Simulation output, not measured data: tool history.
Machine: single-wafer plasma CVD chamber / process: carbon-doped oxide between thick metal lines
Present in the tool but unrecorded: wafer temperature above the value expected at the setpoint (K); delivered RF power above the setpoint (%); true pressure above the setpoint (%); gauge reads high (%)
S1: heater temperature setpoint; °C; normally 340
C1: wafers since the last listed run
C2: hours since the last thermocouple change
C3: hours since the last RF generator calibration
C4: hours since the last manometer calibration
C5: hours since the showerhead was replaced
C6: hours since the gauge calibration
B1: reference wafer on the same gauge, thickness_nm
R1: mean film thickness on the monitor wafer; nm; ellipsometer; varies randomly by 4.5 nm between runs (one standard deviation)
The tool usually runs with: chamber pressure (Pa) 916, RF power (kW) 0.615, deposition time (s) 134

run 1 hour=0.0 | S1=340 chamber_pressure_(Pa)=916 RF_power_(kW)=0.615 deposition_time_(s)=134 | C1=0 C2=2555.8 C3=1472.0 C4=1982.0 C5=35.9 C6=593.3 | B1=758.967 | R1=851.718
-- hour=19.5 gauge calibrated
run 2 hour=83.8 | S1=340 chamber_pressure_(Pa)=916 RF_power_(kW)=0.615 deposition_time_(s)=134 | C1=1191 C2=2639.6 C3=1555.8 C4=2065.8 C5=119.7 C6=64.3 | B1=750.078 | R1=839.915
run 3 hour=106.0 | S1=340 chamber_pressure_(Pa)=916 RF_power_(kW)=0.615 deposition_time_(s)=134 | C1=315 C2=2661.8 C3=1578.0 C4=2088.0 C5=141.9 C6=86.5 | B1=752.408 | R1=841.897
run 4 hour=125.7 | S1=340 chamber_pressure_(Pa)=916 RF_power_(kW)=0.615 deposition_time_(s)=134 | C1=280 C2=2681.5 C3=1597.7 C4=2107.7 C5=161.6 C6=106.2 | B1=750.595 | R1=853.592
run 5 hour=159.6 | S1=340 chamber_pressure_(Pa)=916 RF_power_(kW)=0.685 deposition_time_(s)=134 | C1=482 C2=2715.4 C3=1631.6 C4=2141.6 C5=195.5 C6=140.1 | B1=751.217 | R1=923.432
-- hour=172.0 thermocouple changed; heater temperature recalibrated
run 6 hour=175.9 | S1=340 chamber_pressure_(Pa)=916 RF_power_(kW)=0.685 deposition_time_(s)=134 | C1=118 C2=3.9 C3=1647.9 C4=2157.9 C5=211.8 C6=156.4 | B1=751.937 | R1=932.896
run 7 hour=205.2 | S1=340 chamber_pressure_(Pa)=916 RF_power_(kW)=0.685 deposition_time_(s)=134 | C1=416 C2=33.2 C3=1677.2 C4=2187.2 C5=241.1 C6=185.7 | B1=754.206 | R1=933.128
run 8 hour=228.2 | S1=340 chamber_pressure_(Pa)=1057 RF_power_(kW)=0.615 deposition_time_(s)=134 | C1=327 C2=56.2 C3=1700.2 C4=2210.2 C5=264.1 C6=208.7 | B1=754.594 | R1=857.527
run 9 hour=249.2 | S1=340 chamber_pressure_(Pa)=1057 RF_power_(kW)=0.615 deposition_time_(s)=134 | C1=298 C2=77.2 C3=1721.2 C4=2231.2 C5=285.1 C6=229.7 | B1=755.905 | R1=866.889
run 10 hour=270.2 | S1=340 chamber_pressure_(Pa)=916 RF_power_(kW)=0.615 deposition_time_(s)=116 | C1=298 C2=98.2 C3=1742.2 C4=2252.2 C5=306.1 C6=250.7 | B1=756.056 | R1=739.321
run 11 hour=296.2 | S1=340 chamber_pressure_(Pa)=916 RF_power_(kW)=0.615 deposition_time_(s)=121 | C1=369 C2=124.2 C3=1768.2 C4=2278.2 C5=332.1 C6=276.7 | B1=755.178 | R1=779.067
run 12 hour=325.9 | S1=340 chamber_pressure_(Pa)=916 RF_power_(kW)=0.615 deposition_time_(s)=110 | C1=422 C2=153.9 C3=1797.9 C4=2307.9 C5=361.8 C6=306.4 | B1=756.802 | R1=704.901
run 13 hour=357.8 | S1=340 chamber_pressure_(Pa)=916 RF_power_(kW)=0.615 deposition_time_(s)=134 | C1=453 C2=185.8 C3=1829.8 C4=2339.8 C5=393.7 C6=338.3 | B1=759.669 | R1=854.524
run 14 hour=391.5 | S1=352 chamber_pressure_(Pa)=1049 RF_power_(kW)=0.650 deposition_time_(s)=134 | C1=479 C2=219.5 C3=1863.5 C4=2373.5 C5=427.4 C6=372.0 | B1=761.420 | R1=885.170
-- hour=407.6 RF generator calibrated
-- hour=428.4 capacitance manometer re-zeroed and calibrated
run 15 hour=489.9 | S1=330 chamber_pressure_(Pa)=731 RF_power_(kW)=0.615 deposition_time_(s)=134 | C1=1171 C2=317.9 C3=82.3 C4=61.5 C5=525.8 C6=470.4 | B1=762.307 | R1=844.971
run 16 hour=506.3 | S1=340 chamber_pressure_(Pa)=916 RF_power_(kW)=0.615 deposition_time_(s)=134 | C1=233 C2=334.3 C3=98.7 C4=77.9 C5=542.2 C6=486.8 | B1=763.611 | R1=858.440
run 17 hour=531.7 | S1=348 chamber_pressure_(Pa)=916 RF_power_(kW)=0.520 deposition_time_(s)=127 | C1=361 C2=359.7 C3=124.1 C4=103.3 C5=567.6 C6=512.2 | B1=764.633 | R1=689.139
run 18 hour=548.2 | S1=330 chamber_pressure_(Pa)=829 RF_power_(kW)=0.665 deposition_time_(s)=124 | C1=234 C2=376.2 C3=140.6 C4=119.8 C5=584.1 C6=528.7 | B1=763.805 | R1=854.632
run 19 hour=582.8 | S1=340 chamber_pressure_(Pa)=916 RF_power_(kW)=0.615 deposition_time_(s)=134 | C1=492 C2=410.8 C3=175.2 C4=154.4 C5=618.7 C6=563.3 | B1=766.253 | R1=866.036
run 20 hour=596.4 | S1=340 chamber_pressure_(Pa)=916 RF_power_(kW)=0.615 deposition_time_(s)=134 | C1=193 C2=424.4 C3=188.8 C4=168.0 C5=632.3 C6=576.9 | B1=765.541 | R1=864.342
-- hour=606.9 gauge calibrated
run 21 hour=627.4 | S1=330 chamber_pressure_(Pa)=748 RF_power_(kW)=0.720 deposition_time_(s)=115 | C1=440 C2=455.4 C3=219.8 C4=199.0 C5=663.3 C6=20.5 | B1=744.921 | R1=810.039
run 22 hour=657.7 | S1=349 chamber_pressure_(Pa)=916 RF_power_(kW)=0.615 deposition_time_(s)=134 | C1=430 C2=485.7 C3=250.1 C4=229.3 C5=693.6 C6=50.8 | B1=745.604 | R1=818.724
run 23 hour=686.5 | S1=329 chamber_pressure_(Pa)=832 RF_power_(kW)=0.615 deposition_time_(s)=154 | C1=409 C2=514.5 C3=278.9 C4=258.1 C5=722.4 C6=79.6 | B1=747.406 | R1=991.644
run 24 hour=699.0 | S1=327 chamber_pressure_(Pa)=916 RF_power_(kW)=0.700 deposition_time_(s)=134 | C1=177 C2=527.0 C3=291.4 C4=270.6 C5=734.9 C6=92.1 | B1=747.151 | R1=977.987
run 25 hour=723.4 | S1=340 chamber_pressure_(Pa)=916 RF_power_(kW)=0.615 deposition_time_(s)=134 | C1=347 C2=551.4 C3=315.8 C4=295.0 C5=759.3 C6=116.5 | B1=748.649 | R1=837.885
run 26 hour=749.5 | S1=329 chamber_pressure_(Pa)=772 RF_power_(kW)=0.565 deposition_time_(s)=125 | C1=371 C2=577.5 C3=341.9 C4=321.1 C5=785.4 C6=142.6 | B1=748.297 | R1=738.576
run 27 hour=768.2 | S1=351 chamber_pressure_(Pa)=800 RF_power_(kW)=0.615 deposition_time_(s)=114 | C1=265 C2=596.2 C3=360.6 C4=339.8 C5=804.1 C6=161.3 | B1=748.117 | R1=682.021
run 28 hour=783.3 | S1=340 chamber_pressure_(Pa)=916 RF_power_(kW)=0.615 deposition_time_(s)=134 | C1=214 C2=611.3 C3=375.7 C4=354.9 C5=819.2 C6=176.4 | B1=749.739 | R1=847.874
run 29 hour=797.3 | S1=340 chamber_pressure_(Pa)=916 RF_power_(kW)=0.615 deposition_time_(s)=134 | C1=199 C2=625.3 C3=389.7 C4=368.9 C5=833.2 C6=190.4 | B1=749.310 | R1=845.020

Branching from run 29: 3 alternative next runs. What would each branch give?
run A hour=797.7 | S1=340 chamber_pressure_(Pa)=916 RF_power_(kW)=0.615 deposition_time_(s)=114 | C1=5 C2=625.7 C3=390.1 C4=369.3 C5=833.6 C6=190.8 | B1=? | R1=?
run B hour=797.7 | S1=348 chamber_pressure_(Pa)=988 RF_power_(kW)=0.580 deposition_time_(s)=134 | C1=5 C2=625.7 C3=390.1 C4=369.3 C5=833.6 C6=190.8 | B1=? | R1=?
run C hour=797.7 | S1=340 chamber_pressure_(Pa)=1080 RF_power_(kW)=0.560 deposition_time_(s)=146 | C1=5 C2=625.7 C3=390.1 C4=369.3 C5=833.6 C6=190.8 | B1=? | R1=?

run=A B1=748.758 R1=721.098
run=B B1=748.758 R1=795.870
run=C B1=748.758 R1=866.185
With the hidden condition removed and each run's random variation left untouched, the same runs would have given:
run=A R1=715.088
run=B R1=789.237
run=C R1=858.966
